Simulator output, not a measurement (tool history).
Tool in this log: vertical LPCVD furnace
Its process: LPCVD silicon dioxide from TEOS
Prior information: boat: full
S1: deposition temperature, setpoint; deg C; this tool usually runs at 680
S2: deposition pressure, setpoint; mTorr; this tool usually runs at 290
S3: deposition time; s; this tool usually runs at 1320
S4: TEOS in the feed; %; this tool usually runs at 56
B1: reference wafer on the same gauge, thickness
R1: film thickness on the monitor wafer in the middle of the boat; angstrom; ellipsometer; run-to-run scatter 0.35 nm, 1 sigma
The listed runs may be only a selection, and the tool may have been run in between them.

{"run": 1, "hour": 0.0, "S1": 680, "S2": 290, "S3": 1320, "S4": 56, "B1": 73.63, "R1": 874.3}
{"run": 2, "hour": 204.3, "S1": 680, "S2": 290, "S3": 1320, "S4": 56, "B1": 73.91, "R1": 880.6}
{"run": 3, "hour": 244.7, "S1": 680, "S2": 290, "S3": 1320, "S4": 56, "B1": 74.03, "R1": 871.6}
{"run": 4, "hour": 296.6, "S1": 680, "S2": 290, "S3": 1320, "S4": 56, "B1": 74.1, "R1": 883}
{"run": 5, "hour": 359.2, "S1": 680, "S2": 290, "S3": 1320, "S4": 56, "B1": 74.12, "R1": 884}
{"hour": 550.5, "done": "thermocouples replaced and temperature profile calibrated"}
{"run": 6, "hour": 558.1, "S1": 680, "S2": 290, "S3": 1320, "S4": 56, "B1": 74.51, "R1": 892}
{"run": 7, "hour": 599.6, "S1": 680, "S2": 290, "S3": 1320, "S4": 56, "B1": 74.67, "R1": 886.1}
{"run": 8, "hour": 666.2, "S1": 680, "S2": 290, "S3": 1320, "S4": 56, "B1": 74.75, "R1": 888.1}
{"run": 9, "hour": 719.5, "S1": 680, "S2": 290, "S3": 1320, "S4": 56, "B1": 74.92, "R1": 888.8}
{"run": 10, "hour": 773.0, "S1": 680, "S2": 255, "S3": 1320, "S4": 56, "B1": 75.05, "R1": 836}
{"run": 11, "hour": 827.0, "S1": 680, "S2": 255, "S3": 1320, "S4": 56, "B1": 75.16, "R1": 831.2}
{"run": 12, "hour": 867.6, "S1": 680, "S2": 290, "S3": 1320, "S4": 56, "B1": 75.24, "R1": 894.7}
{"run": 13, "hour": 909.4, "S1": 680, "S2": 290, "S3": 1320, "S4": 56, "B1": 75.36, "R1": 895.3}
{"run": 14, "hour": 944.9, "S1": 680, "S2": 290, "S3": 1320, "S4": 51, "B1": 75.48, "R1": 861.9}
{"run": 15, "hour": 971.5, "S1": 673, "S2": 290, "S3": 1320, "S4": 56, "B1": 75.51, "R1": 755}
{"run": 16, "hour": 1028.4, "S1": 672, "S2": 340, "S3": 810, "S4": 51, "B1": 75.73, "R1": 465.7}
{"hour": 1069.4, "done": "gauge calibrated"}
{"hour": 1103.3, "done": "pressure gauge zeroed"}
{"run": 17, "hour": 1143.4, "S1": 680, "S2": 230, "S3": 1320, "S4": 66, "B1": 73.71, "R1": 847.5}
{"run": 18, "hour": 1172.8, "S1": 680, "S2": 290, "S3": 1320, "S4": 48, "B1": 73.64, "R1": 810.8}

Run 19 comes next. What will it give?
{"run": 19, "hour": 1234.0, "S1": 680, "S2": 325, "S3": 1050, "S4": 46, "B1": "?", "R1": "?"}

Run 19 gave B1 73.72, R1 661.9 angstrom.
Were there no unlogged condition in the tool, this run, its random variation unchanged, would have produced R1 660.2 angstrom.

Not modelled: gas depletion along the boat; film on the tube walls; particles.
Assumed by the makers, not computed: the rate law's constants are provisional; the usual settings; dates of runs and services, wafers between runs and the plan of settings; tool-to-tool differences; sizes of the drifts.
